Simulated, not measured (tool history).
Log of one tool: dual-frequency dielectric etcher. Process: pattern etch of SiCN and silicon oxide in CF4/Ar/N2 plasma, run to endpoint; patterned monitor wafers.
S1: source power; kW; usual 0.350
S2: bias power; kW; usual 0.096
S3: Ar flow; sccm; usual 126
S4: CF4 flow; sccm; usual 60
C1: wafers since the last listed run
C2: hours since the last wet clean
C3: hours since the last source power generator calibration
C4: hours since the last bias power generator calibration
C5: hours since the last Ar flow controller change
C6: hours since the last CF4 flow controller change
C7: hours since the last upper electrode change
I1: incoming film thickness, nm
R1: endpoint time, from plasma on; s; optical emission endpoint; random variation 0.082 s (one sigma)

| run | hour | S1 | S2 | S3 | S4 | C1 | C2 | C3 | C4 | C5 | C6 | C7 | I1 | R1 |
|---|---|---|---|---|---|---|---|---|---|---|---|---|---|---|
| 1 | 0.0 | 0.350 | 0.096 | 126 | 67 | 0 | 290.8 | 888.5 | 1472.0 | 3843.9 | 4347.8 | 3282.8 | 12.62 | 17.4 |
| 2 | 69.0 | 0.350 | 0.096 | 126 | 67 | 1480 | 359.8 | 957.5 | 1541.0 | 3912.9 | 4416.8 | 3351.8 | 12.65 | 17.3 |
| 3 | 125.7 | 0.350 | 0.096 | 126 | 67 | 1216 | 416.5 | 1014.2 | 1597.7 | 3969.6 | 4473.5 | 3408.5 | 12.69 | 17.3 |
| 4 | 179.2 | 0.390 | 0.096 | 126 | 60 | 1147 | 470.0 | 1067.7 | 1651.2 | 4023.1 | 4527.0 | 3462.0 | 12.74 | 16.0 |
|  | 228.4 | Ar flow controller replaced |
| 5 | 228.9 | 0.390 | 0.096 | 126 | 60 | 937 | 519.7 | 1117.4 | 1700.9 | 0.5 | 4576.7 | 3511.7 | 12.90 | 16.1 |
|  | 297.5 | wet clean of the chamber |
| 6 | 298.0 | 0.350 | 0.112 | 140 | 60 | 967 | 0.5 | 1186.5 | 1770.0 | 69.6 | 4645.8 | 3580.8 | 12.63 | 16.6 |
| 7 | 387.1 | 0.350 | 0.112 | 140 | 60 | 1911 | 89.6 | 1275.6 | 1859.1 | 158.7 | 4734.9 | 3669.9 | 12.69 | 16.9 |
| 8 | 462.8 | 0.350 | 0.113 | 126 | 60 | 1623 | 165.3 | 1351.3 | 1934.8 | 234.4 | 4810.6 | 3745.6 | 12.67 | 16.6 |
|  | 528.2 | bias power generator calibrated |
| 9 | 542.9 | 0.350 | 0.096 | 126 | 60 | 1632 | 245.4 | 1431.4 | 14.7 | 314.5 | 4890.7 | 3825.7 | 12.65 | 17.7 |
|  | 619.3 | upper electrode replaced |
| 10 | 620.2 | 0.350 | 0.106 | 126 | 66 | 1143 | 322.7 | 1508.7 | 92.0 | 391.8 | 4968.0 | 0.9 | 12.79 | 16.8 |
| 11 | 702.8 | 0.350 | 0.088 | 104 | 60 | 1771 | 405.3 | 1591.3 | 174.6 | 474.4 | 5050.6 | 83.5 | 12.78 | 17.9 |
|  | 724.7 | CF4 flow controller replaced |
| 12 | 751.1 | 0.350 | 0.096 | 126 | 60 | 907 | 453.6 | 1639.6 | 222.9 | 522.7 | 26.4 | 131.8 | 12.63 | 17.6 |
|  | 938.2 | wet clean of the chamber |
| 13 | 970.0 | 0.440 | 0.096 | 126 | 60 | 4180 | 31.8 | 1858.5 | 441.8 | 741.6 | 245.3 | 350.7 | 12.61 | 13.8 |
|  | 1041.0 | source power generator calibrated |
| 14 | 1075.2 | 0.350 | 0.096 | 126 | 46 | 2170 | 137.0 | 34.2 | 547.0 | 846.8 | 350.5 | 455.9 | 12.75 | 19.0 |
| 15 | 1128.0 | 0.350 | 0.096 | 126 | 60 | 1132 | 189.8 | 87.0 | 599.8 | 899.6 | 403.3 | 508.7 | 12.56 | 18.1 |
| 16 | 1170.3 | 0.350 | 0.096 | 126 | 60 | 907 | 232.1 | 129.3 | 642.1 | 941.9 | 445.6 | 551.0 | 12.67 | 18.0 |
| 17 | 1441.6 | 0.350 | 0.105 | 152 | 60 | 5819 | 503.4 | 400.6 | 913.4 | 1213.2 | 716.9 | 822.3 | 12.65 | 17.7 |
| 18 | 1521.2 | 0.330 | 0.096 | 126 | 60 | 1707 | 583.0 | 480.2 | 993.0 | 1292.8 | 796.5 | 901.9 | 12.66 | 19.1 |
|  | 1584.8 | wet clean of the chamber |
| 19 | 1607.7 | 0.310 | 0.096 | 126 | 67 | 1340 | 22.9 | 566.7 | 1079.5 | 1379.3 | 883.0 | 988.4 | 12.64 | 20.0 |
| 20 | 1692.4 | 0.390 | 0.096 | 106 | 70 | 1816 | 107.6 | 651.4 | 1164.2 | 1464.0 | 967.7 | 1073.1 | 12.75 | 15.4 |
| 21 | 1754.9 | 0.350 | 0.096 | 126 | 60 | 1340 | 170.1 | 713.9 | 1226.7 | 1526.5 | 1030.2 | 1135.6 | 12.75 | 18.0 |
| 22 | 1861.2 | 0.390 | 0.096 | 139 | 71 | 2280 | 276.4 | 820.2 | 1333.0 | 1632.8 | 1136.5 | 1241.9 | 12.68 | 15.7 |
| 23 | 1912.3 | 0.400 | 0.096 | 126 | 55 | 1096 | 327.5 | 871.3 | 1384.1 | 1683.9 | 1187.6 | 1293.0 | 12.71 | 15.8 |
| 24 | 2018.9 | 0.350 | 0.096 | 126 | 60 | 2286 | 434.1 | 977.9 | 1490.7 | 1790.5 | 1294.2 | 1399.6 | 12.79 | 18.0 |

Forecast each of these 4 alternatives for the next run:
| A | 2019.3 | 0.350 | 0.096 | 126 | 60 | 8 | 434.5 | 978.3 | 1491.1 | 1790.9 | 1294.6 | 1400.0 | 12.71 | ? |
| B | 2019.3 | 0.350 | 0.120 | 136 | 60 | 8 | 434.5 | 978.3 | 1491.1 | 1790.9 | 1294.6 | 1400.0 | 12.71 | ? |
| C | 2019.3 | 0.420 | 0.096 | 138 | 60 | 8 | 434.5 | 978.3 | 1491.1 | 1790.9 | 1294.6 | 1400.0 | 12.71 | ? |
| D | 2019.3 | 0.290 | 0.096 | 140 | 60 | 8 | 434.5 | 978.3 | 1491.1 | 1790.9 | 1294.6 | 1400.0 | 12.71 | ? |

| run | R1 |
|---|---|
| A | 18.0 |
| B | 16.6 |
| C | 15.1 |
| D | 22.2 |
Without the tool's hidden state the same runs would have given:
| run | R1 |
|---|---|
| A | 18.2 |
| B | 16.8 |
| C | 15.3 |
| D | 22.5 |
